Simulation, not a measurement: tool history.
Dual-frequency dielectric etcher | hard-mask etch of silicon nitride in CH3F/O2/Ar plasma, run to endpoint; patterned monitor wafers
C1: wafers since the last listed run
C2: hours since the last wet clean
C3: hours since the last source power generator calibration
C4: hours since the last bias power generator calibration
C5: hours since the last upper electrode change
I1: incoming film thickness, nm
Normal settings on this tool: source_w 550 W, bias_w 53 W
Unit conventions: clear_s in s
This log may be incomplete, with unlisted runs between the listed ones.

{"run": 1, "hour": 0.0, "source_w": 460, "bias_w": 53, "C1": 0, "C2": 218.3, "C3": 4227.6, "C4": 4318.9, "C5": 4045.1, "I1": 38.44, "clear_s": 48.8}
{"run": 2, "hour": 13.5, "source_w": 460, "bias_w": 53, "C1": 198, "C2": 231.8, "C3": 4241.1, "C4": 4332.4, "C5": 4058.6, "I1": 38.39, "clear_s": 48.2}
{"run": 3, "hour": 48.6, "source_w": 550, "bias_w": 53, "C1": 517, "C2": 266.9, "C3": 4276.2, "C4": 4367.5, "C5": 4093.7, "I1": 38.62, "clear_s": 47.1}
{"run": 4, "hour": 65.3, "source_w": 550, "bias_w": 53, "C1": 246, "C2": 283.6, "C3": 4292.9, "C4": 4384.2, "C5": 4110.4, "I1": 38.44, "clear_s": 46.8}
{"run": 5, "hour": 88.2, "source_w": 550, "bias_w": 53, "C1": 337, "C2": 306.5, "C3": 4315.8, "C4": 4407.1, "C5": 4133.3, "I1": 38.46, "clear_s": 46.4}
{"hour": 100.7, "done": "bias power generator calibrated"}
{"run": 6, "hour": 105.4, "source_w": 550, "bias_w": 53, "C1": 194, "C2": 323.7, "C3": 4333.0, "C4": 4.7, "C5": 4150.5, "I1": 38.1, "clear_s": 46.4}
{"run": 7, "hour": 124.7, "source_w": 550, "bias_w": 53, "C1": 284, "C2": 343.0, "C3": 4352.3, "C4": 24.0, "C5": 4169.8, "I1": 37.99, "clear_s": 45.2}
{"run": 8, "hour": 140.6, "source_w": 550, "bias_w": 61, "C1": 234, "C2": 358.9, "C3": 4368.2, "C4": 39.9, "C5": 4185.7, "I1": 38.14, "clear_s": 44.4}
{"hour": 150.1, "done": "source power generator calibrated"}
{"hour": 168.5, "done": "wet clean of the chamber"}
{"hour": 175.2, "done": "upper electrode replaced"}
{"run": 9, "hour": 175.7, "source_w": 510, "bias_w": 58, "C1": 87, "C2": 7.2, "C3": 25.6, "C4": 75.0, "C5": 0.5, "I1": 38.35, "clear_s": 48.0}
{"run": 10, "hour": 178.2, "source_w": 630, "bias_w": 45, "C1": 36, "C2": 9.7, "C3": 28.1, "C4": 77.5, "C5": 3.0, "I1": 38.09, "clear_s": 48.6}
{"run": 11, "hour": 199.1, "source_w": 500, "bias_w": 53, "C1": 308, "C2": 30.6, "C3": 49.0, "C4": 98.4, "C5": 23.9, "I1": 38.65, "clear_s": 49.8}
{"run": 12, "hour": 222.6, "source_w": 470, "bias_w": 48, "C1": 346, "C2": 54.1, "C3": 72.5, "C4": 121.9, "C5": 47.4, "I1": 38.63, "clear_s": 51.4}
{"run": 13, "hour": 249.6, "source_w": 550, "bias_w": 53, "C1": 397, "C2": 81.1, "C3": 99.5, "C4": 148.9, "C5": 74.4, "I1": 38.34, "clear_s": 47.8}
{"run": 14, "hour": 267.4, "source_w": 550, "bias_w": 63, "C1": 262, "C2": 98.9, "C3": 117.3, "C4": 166.7, "C5": 92.2, "I1": 38.38, "clear_s": 45.5}
{"run": 15, "hour": 280.2, "source_w": 630, "bias_w": 44, "C1": 188, "C2": 111.7, "C3": 130.1, "C4": 179.5, "C5": 105.0, "I1": 38.15, "clear_s": 48.8}
{"run": 16, "hour": 313.8, "source_w": 490, "bias_w": 53, "C1": 495, "C2": 145.3, "C3": 163.7, "C4": 213.1, "C5": 138.6, "I1": 38.7, "clear_s": 49.7}

What if the next run were any one of these 3? Each begins from the tool's condition after run 16:
{"run": "A", "hour": 314.2, "source_w": 440, "bias_w": 53, "C1": 5, "C2": 145.7, "C3": 164.1, "C4": 213.5, "C5": 139.0, "I1": 38.44, "clear_s": "?"}
{"run": "B", "hour": 314.2, "source_w": 600, "bias_w": 49, "C1": 5, "C2": 145.7, "C3": 164.1, "C4": 213.5, "C5": 139.0, "I1": 38.44, "clear_s": "?"}
{"run": "C", "hour": 314.2, "source_w": 440, "bias_w": 64, "C1": 5, "C2": 145.7, "C3": 164.1, "C4": 213.5, "C5": 139.0, "I1": 38.44, "clear_s": "?"}

run=A clear_s=50.0
run=B clear_s=47.7
run=C clear_s=47.3
With no hidden state in the tool, these same runs would have given:
run=A clear_s=51.0
run=B clear_s=48.7
run=C clear_s=48.3
